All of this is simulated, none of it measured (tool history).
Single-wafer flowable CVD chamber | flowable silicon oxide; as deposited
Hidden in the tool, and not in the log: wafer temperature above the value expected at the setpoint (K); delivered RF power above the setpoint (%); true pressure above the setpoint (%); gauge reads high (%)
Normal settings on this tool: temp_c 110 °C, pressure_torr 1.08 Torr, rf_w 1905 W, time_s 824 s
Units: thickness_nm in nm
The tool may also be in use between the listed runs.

run    hour  temp_c  pressure_torr  rf_w  time_s  wafers since the last listed run  hours since the last thermocouple change  hours since the last RF generator calibration  hours since the last manometer calibration  hours since the showerhead was replaced  hours since the gauge calibration  read-back reference wafer on the same gauge, thickness_nm  thickness_nm
  1     0.0     102           1.08  2180     824                                 0                                    1829.0                                          582.2                                       405.8                                   6338.4                              306.5                                                    457.008       715.198
  2    71.1     102           1.08  2180     824                               116                                    1900.1                                          653.3                                       476.9                                   6409.5                              377.6                                                    456.861       712.649
       97.1  -- showerhead replaced
  3   131.1     110           1.08  2200     824                                84                                    1960.1                                          713.3                                       536.9                                     34.0                              437.6                                                    456.718       574.316
  4   184.2     110           1.08  1905     710                                86                                    2013.2                                          766.4                                       590.0                                     87.1                              490.7                                                    457.173       472.466
  5   221.5     110           1.08  1905     710                                60                                    2050.5                                          803.7                                       627.3                                    124.4                              528.0                                                    457.325       476.628
  6   270.5     110           1.08  1905     710                                79                                    2099.5                                          852.7                                       676.3                                    173.4                              577.0                                                    457.026       473.494
  7   319.4     110           1.08  1905     824                                79                                    2148.4                                          901.6                                       725.2                                    222.3                              625.9                                                    457.059       550.862
  8   363.0     110           1.08  1905     824                                71                                    2192.0                                          945.2                                       768.8                                    265.9                              669.5                                                    456.471       556.928
  9   389.7     121           1.01  1905     824                                43                                    2218.7                                          971.9                                       795.5                                    292.6                              696.2                                                    456.912       385.713
 10   438.1     121           1.08  1760     824                                78                                    2267.1                                         1020.3                                       843.9                                    341.0                              744.6                                                    456.587       395.962
 11   501.0     102           0.89  1645     824                               102                                    2330.0                                         1083.2                                       906.8                                    403.9                              807.5                                                    457.104       538.508
      511.0  -- thermocouple changed; heater temperature recalibrated
 12   572.8     102           1.08  2245     987                               104                                      61.8                                         1155.0                                       978.6                                    475.7                              879.3                                                    456.986       910.566
 13   627.6     105           0.88  1905     824                                89                                     116.6                                         1209.8                                      1033.4                                    530.5                              934.1                                                    457.031       540.122
 14   652.0     110           1.08  1905     824                                39                                     141.0                                         1234.2                                      1057.8                                    554.9                              958.5                                                    456.856       566.948
 15   714.4     105           0.97  1905     979                               101                                     203.4                                         1296.6                                      1120.2                                    617.3                             1020.9                                                    457.195       706.346
      761.5  -- capacitance manometer re-zeroed and calibrated
 16   905.3     101           1.32  1905     824                               298                                     394.3                                         1487.5                                       143.8                                    808.2                             1211.8                                                    456.760       827.561
 17   957.8     115           1.21  2055     714                                85                                     446.8                                         1540.0                                       196.3                                    860.7                             1264.3                                                    457.229       446.355
 18   997.9     121           1.16  1905     824                                65                                     486.9                                         1580.1                                       236.4                                    900.8                             1304.4                                                    456.839       409.062
 19  1046.3     110           1.08  2010     681                                78                                     535.3                                         1628.5                                       284.8                                    949.2                             1352.8                                                    457.266       439.618
     1090.2  -- RF generator calibrated
 20  1101.8     117           0.95  2155     761                                77                                     590.8                                           11.6                                       340.3                                   1004.7                             1408.3                                                    456.724       370.116
     1112.5  -- gauge calibrated
 21  1148.7     110           1.15  1905     824                                76                                     637.7                                           58.5                                       387.2                                   1051.6                               36.2                                                    457.503       578.996
 22  1205.6     110           1.08  1905     824                                92                                     694.6                                          115.4                                       444.1                                   1108.5                               93.1                                                    457.229       545.278
 23  1275.9     110           1.01  1905     762                               114                                     764.9                                          185.7                                       514.4                                   1178.8                              163.4                                                    456.554       468.997
 24  1337.1     121           1.01  1905     824                                99                                     826.1                                          246.9                                       575.6                                   1240.0                              224.6                                                    456.833       375.327
 25  1368.3      98           0.83  2095     824                                50                                     857.3                                          278.1                                       606.8                                   1271.2                              255.8                                                    456.669       607.476
 26  1403.7     110           0.88  2205     882                                57                                     892.7                                          313.5                                       642.2                                   1306.6                              291.2                                                    457.654       491.743
 27  1470.5      98           0.97  2180     824                               109                                     959.5                                          380.3                                       709.0                                   1373.4                              358.0                                                    457.232       732.403
 28  1540.6     110           1.08  1905     824                               114                                    1029.6                                          450.4                                       779.1                                   1443.5                              428.1                                                    457.646       545.840
 29  1587.4     110           1.08  2075     824                                76                                    1076.4                                          497.2                                       825.9                                   1490.3                              474.9                                                    457.827       566.755

3 ways to go on from here, each from the tool as it stands after run 29. What would each give?
  A  1588.0     110           1.08  1905     824                                 0                                    1077.0                                          497.8                                       826.5                                   1490.9                              475.5                                                          ?             ?
  B  1588.0     110           0.87  1905     824                                 0                                    1077.0                                          497.8                                       826.5                                   1490.9                              475.5                                                          ?             ?
  C  1588.0     110           1.08  1905     754                                 0                                    1077.0                                          497.8                                       826.5                                   1490.9                              475.5                                                          ?             ?

run  read-back reference wafer on the same gauge, thickness_nm  thickness_nm
  A                                                    457.378       555.056
  B                                                    457.378       442.811
  C                                                    457.378       507.903
Stripped of hidden state, with their random variation kept, the same runs would have yielded:
run  thickness_nm
  A       534.996
  B       425.171
  C       489.547

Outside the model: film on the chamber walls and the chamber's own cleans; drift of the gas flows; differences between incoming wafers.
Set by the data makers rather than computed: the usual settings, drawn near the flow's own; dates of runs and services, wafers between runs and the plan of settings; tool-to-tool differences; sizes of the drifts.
